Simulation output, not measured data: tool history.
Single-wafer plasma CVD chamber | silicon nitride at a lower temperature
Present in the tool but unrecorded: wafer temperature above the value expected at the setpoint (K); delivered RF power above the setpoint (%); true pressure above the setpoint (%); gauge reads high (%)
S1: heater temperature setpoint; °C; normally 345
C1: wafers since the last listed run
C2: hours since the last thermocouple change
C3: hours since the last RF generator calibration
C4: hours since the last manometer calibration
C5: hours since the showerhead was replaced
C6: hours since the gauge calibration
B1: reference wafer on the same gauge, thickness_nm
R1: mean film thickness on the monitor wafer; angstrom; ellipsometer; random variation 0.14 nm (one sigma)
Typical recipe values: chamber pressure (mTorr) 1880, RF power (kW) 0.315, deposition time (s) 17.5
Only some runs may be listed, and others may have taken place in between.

Run 1, hour 0.0: usual settings; C1 0; C2 32.9; C3 1266.1; C4 896.6; C5 4750.8; C6 630.2; B1 27.108. Result: R1 216.17 angstrom.
At hour 18.5: gauge calibrated.
Run 2, hour 27.8: usual settings; C1 1057; C2 60.7; C3 1293.9; C4 924.4; C5 4778.6; C6 9.3; B1 27.054. Result: R1 216.61 angstrom.
Run 3, hour 43.7: usual settings but chamber pressure (mTorr) 2000; C1 604; C2 76.6; C3 1309.8; C4 940.3; C5 4794.5; C6 25.2; B1 27.122. Result: R1 220.16 angstrom.
Run 4, hour 75.9: usual settings; C1 1224; C2 108.8; C3 1342.0; C4 972.5; C5 4826.7; C6 57.4; B1 27.018. Result: R1 214.27 angstrom.
Run 5, hour 108.1: usual settings; C1 1224; C2 141.0; C3 1374.2; C4 1004.7; C5 4858.9; C6 89.6; B1 27.091. Result: R1 215.25 angstrom.
Run 6, hour 128.2: usual settings; C1 764; C2 161.1; C3 1394.3; C4 1024.8; C5 4879.0; C6 109.7; B1 27.100. Result: R1 217.24 angstrom.
At hour 148.5: RF generator calibrated.
Run 7, hour 157.9: usual settings; C1 825; C2 190.8; C3 9.4; C4 1054.5; C5 4908.7; C6 139.4; B1 27.122. Result: R1 231.42 angstrom.
Run 8, hour 181.6: usual settings but S1 341 °C, chamber pressure (mTorr) 1670, RF power (kW) 0.335; C1 901; C2 214.5; C3 33.1; C4 1078.2; C5 4932.4; C6 163.1; B1 27.104. Result: R1 236.11 angstrom.
At hour 197.0: showerhead replaced.
Run 9, hour 197.5: usual settings but S1 355 °C, RF power (kW) 0.340, deposition time (s) 19.0; C1 300; C2 230.4; C3 49.0; C4 1094.1; C5 0.5; C6 179.0; B1 27.110. Result: R1 267.38 angstrom.
Run 10, hour 216.1: usual settings but S1 359 °C, chamber pressure (mTorr) 1490, deposition time (s) 16.6; C1 707; C2 249.0; C3 67.6; C4 1112.7; C5 19.1; C6 197.6; B1 27.079. Result: R1 206.15 angstrom.
Run 11, hour 234.3: usual settings but chamber pressure (mTorr) 1530, RF power (kW) 0.345, deposition time (s) 15.4; C1 692; C2 267.2; C3 85.8; C4 1130.9; C5 37.3; C6 215.8; B1 27.143. Result: R1 207.66 angstrom.
Run 12, hour 248.1: usual settings but RF power (kW) 0.285; C1 524; C2 281.0; C3 99.6; C4 1144.7; C5 51.1; C6 229.6; B1 27.095. Result: R1 214.08 angstrom.
Run 13, hour 261.7: usual settings but chamber pressure (mTorr) 1540, deposition time (s) 19.8; C1 517; C2 294.6; C3 113.2; C4 1158.3; C5 64.7; C6 243.2; B1 27.077. Result: R1 249.87 angstrom.
At hour 273.9: capacitance manometer re-zeroed and calibrated.
Run 14, hour 291.2: usual settings; C1 817; C2 324.1; C3 142.7; C4 17.3; C5 94.2; C6 272.7; B1 27.103. Result: R1 230.96 angstrom.
Run 15, hour 308.3: usual settings but chamber pressure (mTorr) 1630; C1 650; C2 341.2; C3 159.8; C4 34.4; C5 111.3; C6 289.8; B1 27.041. Result: R1 222.25 angstrom.
Run 16, hour 322.2: usual settings but S1 350 °C, chamber pressure (mTorr) 1680, RF power (kW) 0.340, deposition time (s) 16.5; C1 528; C2 355.1; C3 173.7; C4 48.3; C5 125.2; C6 303.7; B1 27.118. Result: R1 225.46 angstrom.
Run 17, hour 350.5: usual settings but S1 332 °C, chamber pressure (mTorr) 2110, RF power (kW) 0.375, deposition time (s) 19.0; C1 1076; C2 383.4; C3 202.0; C4 76.6; C5 153.5; C6 332.0; B1 27.073. Result: R1 293.31 angstrom.
Run 18, hour 370.5: usual settings but chamber pressure (mTorr) 2140; C1 760; C2 403.4; C3 222.0; C4 96.6; C5 173.5; C6 352.0; B1 27.123. Result: R1 235.89 angstrom.
Run 19, hour 405.6: usual settings; C1 1334; C2 438.5; C3 257.1; C4 131.7; C5 208.6; C6 387.1; B1 27.096. Result: R1 231.90 angstrom.
Run 20, hour 421.8: usual settings but S1 355 °C, RF power (kW) 0.355, deposition time (s) 19.7; C1 616; C2 454.7; C3 273.3; C4 147.9; C5 224.8; C6 403.3; B1 27.081. Result: R1 279.88 angstrom.
Run 21, hour 444.1: usual settings but chamber pressure (mTorr) 1570; C1 848; C2 477.0; C3 295.6; C4 170.2; C5 247.1; C6 425.6; B1 27.018. Result: R1 221.90 angstrom.
Run 22, hour 466.7: usual settings but S1 350 °C, chamber pressure (mTorr) 2110, RF power (kW) 0.280; C1 859; C2 499.6; C3 318.2; C4 192.8; C5 269.7; C6 448.2; B1 27.018. Result: R1 213.77 angstrom.
Run 23, hour 496.3: usual settings but S1 350 °C, chamber pressure (mTorr) 2220, deposition time (s) 16.0; C1 1125; C2 529.2; C3 347.8; C4 222.4; C5 299.3; C6 477.8; B1 27.124. Result: R1 213.16 angstrom.
Run 24, hour 520.6: usual settings but S1 354 °C; C1 924; C2 553.5; C3 372.1; C4 246.7; C5 323.6; C6 502.1; B1 27.112. Result: R1 227.14 angstrom.
Run 25, hour 545.0: usual settings but deposition time (s) 18.4; C1 927; C2 577.9; C3 396.5; C4 271.1; C5 348.0; C6 526.5; B1 27.086. Result: R1 237.95 angstrom.
Run 26, hour 574.7: usual settings but S1 336 °C, deposition time (s) 16.1; C1 1129; C2 607.6; C3 426.2; C4 300.8; C5 377.7; C6 556.2; B1 27.089. Result: R1 208.62 angstrom.
Run 27, hour 591.3: usual settings; C1 631; C2 624.2; C3 442.8; C4 317.4; C5 394.3; C6 572.8; B1 27.109. Result: R1 224.73 angstrom.
At hour 604.8: gauge calibrated.
Run 28, hour 623.6: usual settings; C1 1228; C2 656.5; C3 475.1; C4 349.7; C5 426.6; C6 18.8; B1 27.126. Result: R1 224.97 angstrom.
Run 29, hour 650.0: usual settings but S1 349 °C, chamber pressure (mTorr) 2270, RF power (kW) 0.335, deposition time (s) 19.6; C1 1003; C2 682.9; C3 501.5; C4 376.1; C5 453.0; C6 45.2; B1 27.051. Result: R1 275.48 angstrom.

Hidden state, per run?
wafer temperature above the value expected at the setpoint (K): 0 on each run
true pressure above the setpoint (%): 0 on each run
gauge reads high (%): 0 on each run
H1: delivered RF power above the setpoint (%)
run      H1
  1   -8.14
  2   -8.32
  3   -8.42
  4   -8.62
  5   -8.83
  6   -8.95
  7  -0.757
  8  -0.907
  9   -1.01
 10   -1.13
 11   -1.24
 12   -1.33
 13   -1.42
 14    -1.6
 15   -1.71
 16    -1.8
 17   -1.98
 18   -2.11
 19   -2.33
 20   -2.43
 21   -2.57
 22   -2.72
 23    -2.9
 24   -3.06
 25   -3.21
 26    -3.4
 27   -3.51
 28   -3.71
 29   -3.88

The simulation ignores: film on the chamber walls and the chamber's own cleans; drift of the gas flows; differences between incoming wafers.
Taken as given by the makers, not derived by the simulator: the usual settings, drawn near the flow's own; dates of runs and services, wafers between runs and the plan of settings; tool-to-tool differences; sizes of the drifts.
